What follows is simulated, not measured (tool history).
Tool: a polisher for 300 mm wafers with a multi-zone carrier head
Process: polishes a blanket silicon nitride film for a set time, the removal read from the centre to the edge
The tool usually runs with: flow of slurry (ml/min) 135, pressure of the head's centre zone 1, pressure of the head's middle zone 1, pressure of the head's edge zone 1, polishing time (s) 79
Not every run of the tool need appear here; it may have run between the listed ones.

run,hour,flow of slurry (ml/min),pressure of the head's centre zone,pressure of the head's middle zone,pressure of the head's edge zone,polishing time (s),"incoming thickness of the incoming film, nm",film removed at the wafer's centre (Å),film removed at mid-radius (Å),film removed at the wafer's edge (Å)
1,0,135,1,1,1,79,508.9,1712,1684,1731
2,33.3,135,1,1,1,79,500.1,1676,1693,1716
3,68.4,135,1,1,1,79,501.6,1667,1710,1731
# hour 92.5: worn pad replaced by a new one
4,99.4,135,1,1,1,79,496.9,1677,1682,1698
5,131.9,135,1,1,1,79,506.1,1673,1695,1763
6,166.4,120,1,0.96,1,93,496.2,1931,1888,2003
# hour 182.6: carrier head's membrane replaced by a new one
7,194.5,135,0.91,1,1.1,79,505.7,1545,1706,1796
8,217.1,105,1,1,1,79,506.6,1562,1618,1649
9,247.9,135,1,1,1,92,502,1944,1972,1983
# hour 252: worn pad replaced by a new one
# hour 258.9: slurry nozzle cleaned
10,266.3,135,1,1,1,79,499.4,1645,1711,1723
11,281.1,170,1,1,1,79,502.3,1723,1756,1826
# hour 301.3: centre zone pressure recalibrated
12,301.8,135,0.92,1,0.89,79,495.7,1566,1700,1661
# hour 310.4: edge zone pressure recalibrated
13,320.1,170,1,1,0.92,79,495.3,1782,1801,1705
14,353.9,135,1.09,0.92,1,79,498,1817,1588,1712
15,374.1,100,1,1,1,79,508,1577,1592,1651
16,395.1,135,1,1,1,79,499.3,1708,1695,1708
# hour 411: worn pad replaced by a new one
17,411.5,135,1,1,1,79,504.8,1715,1734,1732
18,425,135,1.06,1.11,1,79,500.5,1785,1904,1740

Run 19 comes next. What will it give?
19,447.1,135,1,1,1,79,495.9,?,?,?

film removed at the wafer's centre (Å): 1691
film removed at mid-radius (Å): 1707
film removed at the wafer's edge (Å): 1762
On a tool with no hidden condition, and with the same random variation, this run would have come out at film removed at the wafer's centre (Å) 1695, film removed at mid-radius (Å) 1707, film removed at the wafer's edge (Å) 1762.
